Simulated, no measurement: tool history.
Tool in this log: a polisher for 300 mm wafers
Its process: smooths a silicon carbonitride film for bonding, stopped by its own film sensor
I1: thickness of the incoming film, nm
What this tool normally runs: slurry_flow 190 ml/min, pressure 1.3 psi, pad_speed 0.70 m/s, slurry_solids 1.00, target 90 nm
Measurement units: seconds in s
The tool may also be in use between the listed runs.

run 1 hour=0.0 | slurry_flow=190 pressure=1.3 pad_speed=0.70 slurry_solids=1.10 target=89 | I1=98.8 | seconds=84.3
run 2 hour=27.1 | slurry_flow=190 pressure=1.3 pad_speed=0.70 slurry_solids=1.10 target=89 | I1=100.6 | seconds=98.6
run 3 hour=59.0 | slurry_flow=165 pressure=1.3 pad_speed=0.70 slurry_solids=1.00 target=90 | I1=98.6 | seconds=81.3
-- hour=80.5 slurry blender recalibrated
run 4 hour=103.3 | slurry_flow=190 pressure=1.3 pad_speed=0.70 slurry_solids=1.00 target=90 | I1=97.9 | seconds=75.9
-- hour=121.8 worn pad replaced by a new one
run 5 hour=140.7 | slurry_flow=190 pressure=1.3 pad_speed=0.70 slurry_solids=1.00 target=90 | I1=99.7 | seconds=84.1
run 6 hour=191.6 | slurry_flow=190 pressure=1.3 pad_speed=0.70 slurry_solids=1.00 target=90 | I1=98.7 | seconds=76.4
run 7 hour=225.8 | slurry_flow=145 pressure=1.3 pad_speed=0.70 slurry_solids=1.00 target=90 | I1=100.1 | seconds=98.3
run 8 hour=258.1 | slurry_flow=145 pressure=1.3 pad_speed=0.70 slurry_solids=1.00 target=90 | I1=100.6 | seconds=106.9
-- hour=265.4 worn pad replaced by a new one
-- hour=271.0 head pressure recalibrated
run 9 hour=290.9 | slurry_flow=145 pressure=1.3 pad_speed=0.70 slurry_solids=1.00 target=90 | I1=100.7 | seconds=101.7
run 10 hour=359.4 | slurry_flow=190 pressure=1.3 pad_speed=0.70 slurry_solids=1.00 target=90 | I1=100.8 | seconds=97.7
run 11 hour=402.5 | slurry_flow=190 pressure=1.3 pad_speed=0.70 slurry_solids=1.00 target=90 | I1=100.1 | seconds=100.9
-- hour=449.0 worn pad replaced by a new one
run 12 hour=473.9 | slurry_flow=190 pressure=1.3 pad_speed=0.70 slurry_solids=1.00 target=90 | I1=98.0 | seconds=70.1
-- hour=476.4 slurry nozzle cleaned
run 13 hour=505.4 | slurry_flow=220 pressure=1.6 pad_speed=0.78 slurry_solids=1.00 target=89 | I1=99.6 | seconds=68.8
-- hour=528.7 slurry blender recalibrated
run 14 hour=548.1 | slurry_flow=190 pressure=1.3 pad_speed=0.70 slurry_solids=1.00 target=90 | I1=101.7 | seconds=109.3
-- hour=598.0 worn pad replaced by a new one
run 15 hour=598.5 | slurry_flow=150 pressure=1.3 pad_speed=0.86 slurry_solids=0.90 target=88 | I1=99.0 | seconds=92.0
run 16 hour=659.0 | slurry_flow=125 pressure=1.0 pad_speed=0.54 slurry_solids=1.00 target=88 | I1=99.6 | seconds=182.2
run 17 hour=702.0 | slurry_flow=190 pressure=1.3 pad_speed=0.70 slurry_solids=1.20 target=90 | I1=101.8 | seconds=105.5
run 18 hour=727.8 | slurry_flow=190 pressure=1.5 pad_speed=0.70 slurry_solids=1.00 target=93 | I1=99.0 | seconds=51.5
-- hour=754.4 worn pad replaced by a new one
run 19 hour=757.8 | slurry_flow=160 pressure=1.3 pad_speed=0.70 slurry_solids=1.25 target=88 | I1=99.3 | seconds=96.7
run 20 hour=808.4 | slurry_flow=225 pressure=1.6 pad_speed=0.82 slurry_solids=1.00 target=90 | I1=100.3 | seconds=66.2
run 21 hour=837.4 | slurry_flow=230 pressure=1.7 pad_speed=0.54 slurry_solids=1.20 target=90 | I1=98.1 | seconds=63.1

Predict each of these 5 candidate next runs independently; none follows another, all start after run 21:
run A hour=837.8 | slurry_flow=190 pressure=1.3 pad_speed=0.70 slurry_solids=1.00 target=90 | I1=99.6 | seconds=?
run B hour=837.8 | slurry_flow=190 pressure=1.3 pad_speed=0.70 slurry_solids=1.00 target=91 | I1=99.6 | seconds=?
run C hour=837.8 | slurry_flow=250 pressure=1.7 pad_speed=0.94 slurry_solids=1.25 target=90 | I1=99.6 | seconds=?
run D hour=837.8 | slurry_flow=190 pressure=1.0 pad_speed=0.70 slurry_solids=1.00 target=90 | I1=99.6 | seconds=?
run E hour=837.8 | slurry_flow=190 pressure=0.8 pad_speed=0.70 slurry_solids=0.80 target=90 | I1=99.6 | seconds=?

run=A seconds=88.9
run=B seconds=79.6
run=C seconds=47.1
run=D seconds=115.5
run=E seconds=161.6
Stripped of hidden state, with their random variation kept, the same runs would have yielded:
run=A seconds=85.0
run=B seconds=76.2
run=C seconds=45.1
run=D seconds=110.5
run=E seconds=154.5

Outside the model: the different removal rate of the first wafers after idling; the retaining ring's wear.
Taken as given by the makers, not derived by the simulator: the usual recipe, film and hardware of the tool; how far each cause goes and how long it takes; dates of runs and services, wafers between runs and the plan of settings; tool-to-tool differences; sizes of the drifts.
